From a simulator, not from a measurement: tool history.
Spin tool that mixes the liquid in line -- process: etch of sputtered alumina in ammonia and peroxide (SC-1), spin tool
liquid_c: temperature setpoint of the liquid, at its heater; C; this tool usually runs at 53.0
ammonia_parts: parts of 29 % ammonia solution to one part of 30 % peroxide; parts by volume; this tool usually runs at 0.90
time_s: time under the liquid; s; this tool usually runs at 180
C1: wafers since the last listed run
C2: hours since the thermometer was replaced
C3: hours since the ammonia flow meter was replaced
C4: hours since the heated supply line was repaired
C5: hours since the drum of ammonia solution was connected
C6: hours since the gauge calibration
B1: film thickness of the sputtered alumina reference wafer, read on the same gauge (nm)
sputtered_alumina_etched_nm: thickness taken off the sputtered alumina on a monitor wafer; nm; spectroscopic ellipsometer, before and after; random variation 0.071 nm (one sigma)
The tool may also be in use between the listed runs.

run 1 day=0.000 | liquid_c=53.0 ammonia_parts=0.90 time_s=180 | C1=0 C2=389.1 C3=991.2 C4=3030.7 C5=310.2 C6=1266.6 | B1=31.28 | sputtered_alumina_etched_nm=8.92
run 2 day=1.712 | liquid_c=53.0 ammonia_parts=0.90 time_s=180 | C1=389 C2=430.2 C3=1032.3 C4=3071.8 C5=351.3 C6=1307.7 | B1=31.30 | sputtered_alumina_etched_nm=8.90
run 3 day=2.721 | liquid_c=53.0 ammonia_parts=0.90 time_s=180 | C1=229 C2=454.4 C3=1056.5 C4=3096.0 C5=375.5 C6=1331.9 | B1=31.35 | sputtered_alumina_etched_nm=8.86
-- day=4.921 new drum of ammonia solution connected
run 4 day=5.688 | liquid_c=53.0 ammonia_parts=1.20 time_s=180 | C1=664 C2=525.6 C3=1127.7 C4=3167.2 C5=18.4 C6=1403.1 | B1=31.37 | sputtered_alumina_etched_nm=9.16
-- day=7.746 thermometer replaced
run 5 day=8.450 | liquid_c=53.0 ammonia_parts=1.20 time_s=180 | C1=618 C2=16.9 C3=1194.0 C4=3233.5 C5=84.7 C6=1469.4 | B1=31.36 | sputtered_alumina_etched_nm=9.08
run 6 day=11.292 | liquid_c=53.0 ammonia_parts=1.20 time_s=180 | C1=646 C2=85.1 C3=1262.2 C4=3301.7 C5=152.9 C6=1537.6 | B1=31.34 | sputtered_alumina_etched_nm=9.03
-- day=12.517 heated supply line repaired
run 7 day=13.025 | liquid_c=59.5 ammonia_parts=0.90 time_s=180 | C1=384 C2=126.7 C3=1303.8 C4=12.2 C5=194.5 C6=1579.2 | B1=31.34 | sputtered_alumina_etched_nm=12.71
run 8 day=14.217 | liquid_c=53.0 ammonia_parts=0.90 time_s=180 | C1=270 C2=155.3 C3=1332.4 C4=40.8 C5=223.1 C6=1607.8 | B1=31.37 | sputtered_alumina_etched_nm=8.91
run 9 day=15.567 | liquid_c=48.0 ammonia_parts=0.65 time_s=75 | C1=306 C2=187.7 C3=1364.8 C4=73.2 C5=255.5 C6=1640.2 | B1=31.35 | sputtered_alumina_etched_nm=2.76
run 10 day=17.667 | liquid_c=62.5 ammonia_parts=1.20 time_s=70 | C1=477 C2=238.1 C3=1415.2 C4=123.6 C5=305.9 C6=1690.6 | B1=31.38 | sputtered_alumina_etched_nm=5.90
run 11 day=20.642 | liquid_c=53.0 ammonia_parts=0.90 time_s=180 | C1=676 C2=309.5 C3=1486.6 C4=195.0 C5=377.3 C6=1762.0 | B1=31.41 | sputtered_alumina_etched_nm=8.81
-- day=21.196 new drum of ammonia solution connected
-- day=22.804 ammonia flow meter replaced
run 12 day=22.983 | liquid_c=53.0 ammonia_parts=0.90 time_s=180 | C1=513 C2=365.7 C3=4.3 C4=251.2 C5=42.9 C6=1818.2 | B1=31.40 | sputtered_alumina_etched_nm=8.82
run 13 day=24.054 | liquid_c=49.0 ammonia_parts=0.55 time_s=180 | C1=243 C2=391.4 C3=30.0 C4=276.9 C5=68.6 C6=1843.9 | B1=31.40 | sputtered_alumina_etched_nm=6.82
run 14 day=26.621 | liquid_c=53.0 ammonia_parts=0.90 time_s=180 | C1=583 C2=453.0 C3=91.6 C4=338.5 C5=130.2 C6=1905.5 | B1=31.42 | sputtered_alumina_etched_nm=8.91
-- day=26.933 gauge calibrated
run 15 day=28.821 | liquid_c=53.0 ammonia_parts=0.45 time_s=265 | C1=500 C2=505.8 C3=144.4 C4=391.3 C5=183.0 C6=45.3 | B1=30.21 | sputtered_alumina_etched_nm=11.91
-- day=28.871 thermometer replaced
run 16 day=30.146 | liquid_c=53.0 ammonia_parts=0.90 time_s=260 | C1=291 C2=30.6 C3=176.2 C4=423.1 C5=214.8 C6=77.1 | B1=30.27 | sputtered_alumina_etched_nm=12.50
run 17 day=31.529 | liquid_c=48.0 ammonia_parts=0.90 time_s=90 | C1=314 C2=63.8 C3=209.4 C4=456.3 C5=248.0 C6=110.3 | B1=30.34 | sputtered_alumina_etched_nm=3.30
run 18 day=33.912 | liquid_c=53.0 ammonia_parts=1.20 time_s=150 | C1=541 C2=121.0 C3=266.6 C4=513.5 C5=305.2 C6=167.5 | B1=30.45 | sputtered_alumina_etched_nm=7.42
run 19 day=36.758 | liquid_c=53.0 ammonia_parts=1.15 time_s=180 | C1=646 C2=189.3 C3=334.9 C4=581.8 C5=373.5 C6=235.8 | B1=30.55 | sputtered_alumina_etched_nm=8.94
-- day=37.200 new drum of ammonia solution connected
run 20 day=42.800 | liquid_c=63.0 ammonia_parts=0.90 time_s=145 | C1=1364 C2=334.3 C3=479.9 C4=726.8 C5=134.4 C6=380.8 | B1=30.74 | sputtered_alumina_etched_nm=11.78
run 21 day=45.783 | liquid_c=53.0 ammonia_parts=0.90 time_s=180 | C1=678 C2=405.9 C3=551.5 C4=798.4 C5=206.0 C6=452.4 | B1=30.79 | sputtered_alumina_etched_nm=8.83
run 22 day=47.604 | liquid_c=56.0 ammonia_parts=0.55 time_s=90 | C1=413 C2=449.6 C3=595.2 C4=842.1 C5=249.7 C6=496.1 | B1=30.87 | sputtered_alumina_etched_nm=4.98
run 23 day=49.467 | liquid_c=53.0 ammonia_parts=0.90 time_s=180 | C1=423 C2=494.3 C3=639.9 C4=886.8 C5=294.4 C6=540.8 | B1=30.96 | sputtered_alumina_etched_nm=8.77
run 24 day=52.408 | liquid_c=53.0 ammonia_parts=0.90 time_s=180 | C1=668 C2=564.9 C3=710.5 C4=957.4 C5=365.0 C6=611.4 | B1=31.00 | sputtered_alumina_etched_nm=8.93
-- day=52.504 new drum of ammonia solution connected
-- day=52.508 thermometer replaced
run 25 day=54.138 | liquid_c=46.5 ammonia_parts=1.10 time_s=235 | C1=382 C2=39.1 C3=752.0 C4=998.9 C5=39.2 C6=652.9 | B1=31.01 | sputtered_alumina_etched_nm=8.29

Some steps in sputtered_alumina_etched_nm, run to run, broken into two amounts with sign: the step expected even without the hidden condition (settings, incoming material, random variation), and the rest, left for the hidden condition together with whatever gauge scatter is not in both the measured and the hidden-condition-free result:
Unlogged tool condition in this case: liquid colder than its thermometer reads (K); ammonia flow above the setpoint (%); temperature lost on the way to the wafer (K); ammonia solution weaker than its label (%); gauge reads high (%).
Run 8 -> 9: liquid_c 53.0 -> 48.0, ammonia_parts 0.90 -> 0.65, time_s 180 -> 75. sputtered_alumina_etched_nm -6.15 nm: hidden state -0.27, all else -5.88.
Run 14 -> 15: ammonia_parts 0.90 -> 0.45, time_s 180 -> 265, gauge calibrated. sputtered_alumina_etched_nm +3.00 nm: hidden state -0.33, all else +3.33.
Run 16 -> 17: liquid_c 53.0 -> 48.0, time_s 260 -> 90. sputtered_alumina_etched_nm -9.20 nm: hidden state -0.07, all else -9.13.
